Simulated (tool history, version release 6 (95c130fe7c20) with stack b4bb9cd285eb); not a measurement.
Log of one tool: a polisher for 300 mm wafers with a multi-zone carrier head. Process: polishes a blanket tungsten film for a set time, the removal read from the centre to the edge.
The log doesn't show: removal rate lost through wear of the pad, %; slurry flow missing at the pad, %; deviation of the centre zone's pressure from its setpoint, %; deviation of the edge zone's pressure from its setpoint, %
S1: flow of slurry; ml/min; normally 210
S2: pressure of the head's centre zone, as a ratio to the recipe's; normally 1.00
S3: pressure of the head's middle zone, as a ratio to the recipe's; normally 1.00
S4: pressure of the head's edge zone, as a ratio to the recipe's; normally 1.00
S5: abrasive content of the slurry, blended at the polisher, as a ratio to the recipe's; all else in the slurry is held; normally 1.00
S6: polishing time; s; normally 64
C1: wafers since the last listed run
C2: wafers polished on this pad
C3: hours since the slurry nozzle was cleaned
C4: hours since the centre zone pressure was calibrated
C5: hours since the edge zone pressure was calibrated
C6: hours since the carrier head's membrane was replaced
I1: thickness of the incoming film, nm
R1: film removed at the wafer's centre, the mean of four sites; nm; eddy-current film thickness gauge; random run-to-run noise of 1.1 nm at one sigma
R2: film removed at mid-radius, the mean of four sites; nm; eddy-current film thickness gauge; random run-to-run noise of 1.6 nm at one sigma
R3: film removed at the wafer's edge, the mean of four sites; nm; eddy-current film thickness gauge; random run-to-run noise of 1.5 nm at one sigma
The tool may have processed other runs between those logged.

run,day,S1,S2,S3,S4,S5,S6,C1,C2,C3,C4,C5,C6,I1,R1,R2,R3
1,0.000,210,1.00,1.00,1.00,1.00,64,0,419,524.3,52.8,181.3,1135.9,1039.2,133.7,137.5,133.5
# day 0.329: slurry nozzle cleaned
2,4.142,210,1.00,1.00,0.96,1.00,64,781,1200,91.5,152.2,280.7,1235.3,1023.2,141.7,144.8,137.7
# day 7.188: worn pad replaced by a new one
3,7.912,210,1.00,1.00,0.96,1.00,64,687,138,182.0,242.7,371.2,1325.8,1043.7,141.5,143.5,137.2
4,10.850,210,1.00,1.00,1.00,1.00,64,559,698,252.5,313.2,441.7,1396.3,1042.0,139.1,142.2,141.7
# day 12.679: edge zone pressure recalibrated
5,13.612,210,1.00,1.00,1.00,1.00,64,510,1208,318.8,379.5,22.4,1462.6,1030.6,138.5,138.3,140.7
# day 14.062: carrier head's membrane replaced by a new one
# day 15.167: worn pad replaced by a new one
6,17.692,210,1.00,1.00,1.00,1.00,64,706,481,416.7,477.4,120.3,87.1,1045.6,135.7,136.0,137.5
# day 18.321: centre zone pressure recalibrated
7,19.196,210,1.00,1.00,1.00,1.00,64,270,752,452.8,21.0,156.4,123.2,1020.2,136.0,139.0,136.9
8,22.517,265,1.00,1.09,0.94,1.00,47,633,1385,532.5,100.7,236.1,202.9,1036.6,103.8,111.5,97.6
# day 23.500: slurry nozzle cleaned
# day 24.979: worn pad replaced by a new one
9,26.458,210,1.00,1.00,1.03,1.00,64,711,282,71.0,195.3,330.7,297.5,1017.4,142.0,144.1,143.1
10,28.633,210,1.04,1.00,0.95,1.00,64,414,696,123.2,247.5,382.9,349.7,1040.0,147.2,143.0,139.7
11,31.817,150,1.07,1.00,1.00,1.25,64,606,1303,199.6,323.9,459.3,426.1,1017.1,151.8,141.0,144.0
# day 33.233: edge zone pressure recalibrated
# day 33.858: worn pad replaced by a new one
12,38.642,270,1.00,1.11,1.00,1.00,82,1253,911,363.4,487.7,129.8,589.9,1023.2,183.7,205.4,185.8
# day 40.796: centre zone pressure recalibrated
# day 41.608: worn pad replaced by a new one
13,42.250,210,1.00,1.00,1.00,1.00,64,640,122,450.0,34.9,216.4,676.5,1024.7,136.9,140.6,137.0
14,43.883,230,1.00,1.00,1.00,1.00,77,311,434,489.2,74.1,255.6,715.7,1034.9,168.0,172.6,163.9

3 options for the next run, each taken on its own from the tool as it stands now. Forecast them:
A,43.900,210,1.00,1.00,1.00,1.00,64,3,437,489.6,74.5,256.0,716.1,1022.3,?,?,?
B,43.900,210,1.00,1.00,1.09,1.00,64,3,437,489.6,74.5,256.0,716.1,1022.3,?,?,?
C,43.900,210,1.00,1.00,1.00,0.75,78,3,437,489.6,74.5,256.0,716.1,1022.3,?,?,?

run,R1,R2,R3
A,134.6,140.6,136.2
B,134.6,140.6,142.1
C,149.8,156.5,151.6
Stripped of hidden state, with their random variation kept, the same runs would have yielded:
run,R1,R2,R3
A,144.7,149.9,142.7
B,144.7,149.9,148.9
C,161.0,166.8,158.8

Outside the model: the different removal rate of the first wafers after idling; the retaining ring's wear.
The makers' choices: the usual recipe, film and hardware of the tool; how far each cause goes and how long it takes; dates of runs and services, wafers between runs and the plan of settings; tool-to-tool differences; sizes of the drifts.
